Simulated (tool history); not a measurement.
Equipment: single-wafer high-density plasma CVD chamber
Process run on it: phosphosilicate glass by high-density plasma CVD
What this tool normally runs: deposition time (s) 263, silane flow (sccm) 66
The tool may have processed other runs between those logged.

run	day	deposition time (s)	silane flow (sccm)	read-back reference wafer on the same gauge, thickness_nm	mean film thickness on the monitor wafer (Å)
1	0	263	66	1579.35	17052.49
2	8.862	263	60	1578.727	15522.38
3	10.812	263	60	1581.037	15448.12
4	15.062	287	66	1578.502	18491.04
5	18.204	287	66	1580.427	18331.35
6	19.888	287	66	1579.615	18341.44
7	23.738	225	56	1580	12467.6
8	27.329	225	56	1578.577	12321.71
9	28.967	289	66	1580.664	18438.68
# day 36.092: gauge calibrated
10	41.771	289	66	1578.097	18243.77
11	44.825	263	66	1581.921	16744.52
12	48.162	263	66	1580.617	16721.24
13	50.592	263	66	1580.457	16560.03
14	52.854	263	66	1578.511	16541.09
15	55.371	263	66	1576.836	16427.64
16	59.292	263	66	1579.354	16649.19
17	61.921	288	66	1579.745	17981.09
18	64.442	284	66	1582.451	17752.6
# day 68.971: silane flow controller replaced
19	74.971	216	59	1579.604	12815.66
20	78.875	296	54	1581.83	16218.01
21	82.708	223	63	1577.776	14029.03
22	85.504	263	66	1579.959	17192.35
23	95.279	263	66	1579.515	17223.93
24	98.667	231	66	1580.746	15241.13
25	102.112	263	57	1579.287	15027.93
26	104.833	287	76	1579.396	21255.03
27	107.088	284	66	1580.867	18605.42
28	108.821	289	66	1579.826	18933.63
29	111.729	232	72	1581.078	16315.25
30	115.017	241	78	1580.571	18504.58
# day 115.146: gauge calibrated
31	116.7	263	72	1579.365	18669.34
32	119.221	263	66	1581.405	17250.63

Each run again, without the hidden state but with its own random variation kept:
Unlogged tool condition in this case: delivered silane flow above the setpoint (%); gauge reads high (%).
run	mean film thickness on the monitor wafer (Å)
1	17387.88
2	15877.62
3	15813.25
4	18959.3
5	18819.3
6	18842.69
7	12829.13
8	12698.89
9	19016.99
10	18930.58
11	17401.73
12	17407.62
13	17261.98
14	17263.29
15	17168.57
16	17438.47
17	18862.01
18	18649.83
19	12836
20	16245.56
21	14055.13
22	17226.94
23	17271.52
24	15288.44
25	15080.41
26	21336.43
27	18682.25
28	19016.42
29	16393.66
30	18603.24
31	18774.2
32	17355.21
